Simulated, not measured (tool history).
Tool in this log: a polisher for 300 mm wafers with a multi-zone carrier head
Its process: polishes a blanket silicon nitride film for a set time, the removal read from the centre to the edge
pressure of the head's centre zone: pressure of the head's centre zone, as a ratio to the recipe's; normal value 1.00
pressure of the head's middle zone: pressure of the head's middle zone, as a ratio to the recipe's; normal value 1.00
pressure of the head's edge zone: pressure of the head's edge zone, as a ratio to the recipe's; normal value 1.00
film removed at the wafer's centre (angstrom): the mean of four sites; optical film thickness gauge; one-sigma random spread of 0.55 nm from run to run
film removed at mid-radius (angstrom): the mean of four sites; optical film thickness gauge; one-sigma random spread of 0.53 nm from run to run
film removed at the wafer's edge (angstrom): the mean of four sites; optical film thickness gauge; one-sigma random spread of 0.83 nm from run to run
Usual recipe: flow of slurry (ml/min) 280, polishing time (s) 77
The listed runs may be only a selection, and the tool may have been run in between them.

run	hour	flow of slurry (ml/min)	pressure of the head's centre zone	pressure of the head's middle zone	pressure of the head's edge zone	polishing time (s)	wafers since the last listed run	wafers polished on this pad	hours since the slurry nozzle was cleaned	hours since the centre zone pressure was calibrated	hours since the edge zone pressure was calibrated	hours since the carrier head's membrane was replaced	incoming thickness of the incoming film, nm	film removed at the wafer's centre (angstrom)	film removed at mid-radius (angstrom)	film removed at the wafer's edge (angstrom)
1	0.0	280	1.00	1.00	1.00	77	0	750	138.6	254.4	1373.0	477.5	708.0	741	754	755
2	16.1	280	1.00	1.00	1.00	77	140	890	154.7	270.5	1389.1	493.6	710.9	752	754	772
3	27.5	280	1.00	1.00	1.00	77	99	989	166.1	281.9	1400.5	505.0	694.5	754	751	767
4	39.9	280	1.00	1.00	1.00	77	108	1097	178.5	294.3	1412.9	517.4	709.1	749	757	752
5	54.4	280	1.00	1.00	1.00	77	126	1224	193.0	308.8	1427.4	531.9	704.9	746	772	758
6	63.6	280	1.00	1.00	1.00	77	80	1304	202.2	318.0	1436.6	541.1	703.9	748	759	756
# hour 72.6: slurry nozzle cleaned
# hour 85.9: worn pad replaced by a new one
7	87.1	280	1.00	1.00	1.00	77	161	10	14.5	341.5	1460.1	564.6	709.3	757	756	763
8	98.2	280	1.00	1.00	1.00	77	96	107	25.6	352.6	1471.2	575.7	721.7	750	758	765
# hour 105.2: centre zone pressure recalibrated
# hour 112.0: edge zone pressure recalibrated
9	112.5	280	1.00	1.00	1.00	77	89	197	39.9	7.3	0.5	590.0	715.2	751	772	748
10	125.5	280	1.00	1.09	1.00	77	113	310	52.9	20.3	13.5	603.0	705.0	754	804	769
# hour 139.5: carrier head's membrane replaced by a new one
11	141.1	280	1.00	1.00	0.88	77	92	402	68.5	35.9	29.1	1.6	717.1	751	756	710
12	158.9	190	1.00	0.94	1.07	77	155	558	86.3	53.7	46.9	19.4	698.3	727	715	782
13	166.3	280	1.00	1.00	1.00	77	64	622	93.7	61.1	54.3	26.8	707.6	740	754	758
14	180.0	245	0.90	1.00	1.11	77	119	741	107.4	74.8	68.0	40.5	699.8	670	749	803
15	196.8	280	0.94	1.00	0.88	51	146	888	124.2	91.6	84.8	57.3	717.4	471	505	481
16	213.6	280	0.90	0.95	1.09	65	146	1034	141.0	108.4	101.6	74.1	703.6	573	618	686
17	221.2	280	1.00	1.00	1.00	77	66	1100	148.6	116.0	109.2	81.7	700.7	750	757	763
18	227.3	280	1.00	1.09	1.00	77	53	1154	154.7	122.1	115.3	87.8	712.0	747	801	753
19	233.5	280	1.05	0.95	1.08	77	54	1208	160.9	128.3	121.5	94.0	712.5	787	740	796
20	242.9	190	1.00	1.07	1.00	87	81	1290	170.3	137.7	130.9	103.4	715.8	810	862	834
# hour 254.1: worn pad replaced by a new one
21	258.1	280	1.04	1.00	1.10	77	97	34	185.5	152.9	146.1	118.6	707.8	781	762	789
22	271.6	280	1.04	1.00	1.10	77	117	152	199.0	166.4	159.6	132.1	717.7	779	762	803

Consider 5 possible next runs. They are alternatives, not a sequence: every one starts from the tool as it was left by run 22. What does each give?
A	272.0	280	1.00	1.00	1.00	77	3	155	199.4	166.8	160.0	132.5	704.4	?	?	?
B	272.0	205	1.00	1.00	1.00	77	3	155	199.4	166.8	160.0	132.5	704.4	?	?	?
C	272.0	280	0.95	1.04	1.00	54	3	155	199.4	166.8	160.0	132.5	704.4	?	?	?
D	272.0	280	1.08	1.00	1.00	54	3	155	199.4	166.8	160.0	132.5	704.4	?	?	?
E	272.0	330	0.93	1.00	1.00	77	3	155	199.4	166.8	160.0	132.5	704.4	?	?	?

run	film removed at the wafer's centre (angstrom)	film removed at mid-radius (angstrom)	film removed at the wafer's edge (angstrom)
A	751	773	758
B	728	751	741
C	501	555	531
D	569	542	531
E	710	784	765
Without the tool's hidden state the same runs would have given:
run	film removed at the wafer's centre (angstrom)	film removed at mid-radius (angstrom)	film removed at the wafer's edge (angstrom)
A	751	773	758
B	728	751	741
C	501	555	531
D	569	542	531
E	710	784	765

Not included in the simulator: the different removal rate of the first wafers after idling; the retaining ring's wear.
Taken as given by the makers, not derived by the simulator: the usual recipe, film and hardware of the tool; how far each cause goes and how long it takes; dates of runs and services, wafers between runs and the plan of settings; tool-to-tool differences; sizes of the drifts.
